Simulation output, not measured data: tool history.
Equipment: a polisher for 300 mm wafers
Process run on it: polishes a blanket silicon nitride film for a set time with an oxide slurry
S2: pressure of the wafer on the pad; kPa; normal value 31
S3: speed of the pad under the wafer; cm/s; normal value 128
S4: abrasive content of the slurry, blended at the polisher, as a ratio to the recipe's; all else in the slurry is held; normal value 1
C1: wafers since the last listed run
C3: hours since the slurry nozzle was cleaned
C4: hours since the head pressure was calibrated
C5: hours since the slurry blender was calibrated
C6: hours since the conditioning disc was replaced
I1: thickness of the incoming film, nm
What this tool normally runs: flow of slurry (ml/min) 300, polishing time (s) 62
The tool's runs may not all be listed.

run 1 hour=0 | flow_of_slurry_(ml/min)=300 S2=31 S3=128 S4=1 polishing_time_(s)=62 | C1=0 wafers_polished_on_this_pad=461 C3=574.7 C4=1308.6 C5=289.3 C6=343.6 | I1=362.5 | film_removed_(nm)=50.7
run 2 hour=10.1 | flow_of_slurry_(ml/min)=300 S2=31 S3=128 S4=1 polishing_time_(s)=62 | C1=112 wafers_polished_on_this_pad=574 C3=584.8 C4=1318.7 C5=299.4 C6=353.7 | I1=353.6 | film_removed_(nm)=49.3
-- hour=20.3 worn pad replaced by a new one
run 3 hour=27.2 | flow_of_slurry_(ml/min)=300 S2=31 S3=128 S4=1 polishing_time_(s)=62 | C1=146 wafers_polished_on_this_pad=77 C3=601.9 C4=1335.8 C5=316.5 C6=370.8 | I1=358.1 | film_removed_(nm)=52.9
run 4 hour=33.7 | flow_of_slurry_(ml/min)=300 S2=31 S3=128 S4=1 polishing_time_(s)=62 | C1=72 wafers_polished_on_this_pad=150 C3=608.4 C4=1342.3 C5=323 C6=377.3 | I1=355.5 | film_removed_(nm)=52.5
run 5 hour=41.9 | flow_of_slurry_(ml/min)=300 S2=31 S3=128 S4=1 polishing_time_(s)=62 | C1=91 wafers_polished_on_this_pad=242 C3=616.6 C4=1350.5 C5=331.2 C6=385.5 | I1=357.4 | film_removed_(nm)=51.7
run 6 hour=52.2 | flow_of_slurry_(ml/min)=300 S2=31 S3=128 S4=1 polishing_time_(s)=62 | C1=115 wafers_polished_on_this_pad=357 C3=626.9 C4=1360.8 C5=341.5 C6=395.8 | I1=359.3 | film_removed_(nm)=52.5
run 7 hour=65.2 | flow_of_slurry_(ml/min)=300 S2=31 S3=128 S4=1 polishing_time_(s)=62 | C1=145 wafers_polished_on_this_pad=502 C3=639.9 C4=1373.8 C5=354.5 C6=408.8 | I1=357.5 | film_removed_(nm)=50.4
-- hour=74 worn pad replaced by a new one
run 8 hour=74.5 | flow_of_slurry_(ml/min)=300 S2=31 S3=128 S4=1 polishing_time_(s)=62 | C1=59 wafers_polished_on_this_pad=6 C3=649.2 C4=1383.1 C5=363.8 C6=418.1 | I1=359.9 | film_removed_(nm)=52.7
run 9 hour=78.2 | flow_of_slurry_(ml/min)=300 S2=31 S3=128 S4=1 polishing_time_(s)=62 | C1=41 wafers_polished_on_this_pad=47 C3=652.9 C4=1386.8 C5=367.5 C6=421.8 | I1=362.4 | film_removed_(nm)=52.9
run 10 hour=86.4 | flow_of_slurry_(ml/min)=300 S2=31 S3=128 S4=1 polishing_time_(s)=62 | C1=91 wafers_polished_on_this_pad=139 C3=661.1 C4=1395 C5=375.7 C6=430 | I1=360.2 | film_removed_(nm)=53
run 11 hour=102.4 | flow_of_slurry_(ml/min)=300 S2=20.7 S3=128 S4=1 polishing_time_(s)=73 | C1=178 wafers_polished_on_this_pad=318 C3=677.1 C4=1411 C5=391.7 C6=446 | I1=360.4 | film_removed_(nm)=40.5
-- hour=118.1 head pressure recalibrated
run 12 hour=118.6 | flow_of_slurry_(ml/min)=300 S2=31 S3=128 S4=1 polishing_time_(s)=62 | C1=158 wafers_polished_on_this_pad=477 C3=693.3 C4=0.5 C5=407.9 C6=462.2 | I1=365.5 | film_removed_(nm)=50.6
-- hour=129.7 worn pad replaced by a new one
-- hour=144.7 slurry nozzle cleaned
-- hour=155.1 slurry blender recalibrated
run 13 hour=163.6 | flow_of_slurry_(ml/min)=300 S2=41.4 S3=128 S4=1.2 polishing_time_(s)=48 | C1=425 wafers_polished_on_this_pad=345 C3=18.9 C4=45.5 C5=8.5 C6=507.2 | I1=363.1 | film_removed_(nm)=58
run 14 hour=170.9 | flow_of_slurry_(ml/min)=300 S2=31 S3=128 S4=1 polishing_time_(s)=71 | C1=81 wafers_polished_on_this_pad=426 C3=26.2 C4=52.8 C5=15.8 C6=514.5 | I1=357.4 | film_removed_(nm)=59.2

Forecast run 15:
-- hour=184 worn pad replaced by a new one
run 15 hour=184.6 | flow_of_slurry_(ml/min)=300 S2=31 S3=128 S4=0.85 polishing_time_(s)=62 | C1=108 wafers_polished_on_this_pad=6 C3=39.9 C4=66.5 C5=29.5 C6=528.2 | I1=364 | film_removed_(nm)=?

film removed (nm): 49
Take away the tool's hidden state, keep the run-to-run variation as it was, and the same run would have given film removed (nm) 49.6.

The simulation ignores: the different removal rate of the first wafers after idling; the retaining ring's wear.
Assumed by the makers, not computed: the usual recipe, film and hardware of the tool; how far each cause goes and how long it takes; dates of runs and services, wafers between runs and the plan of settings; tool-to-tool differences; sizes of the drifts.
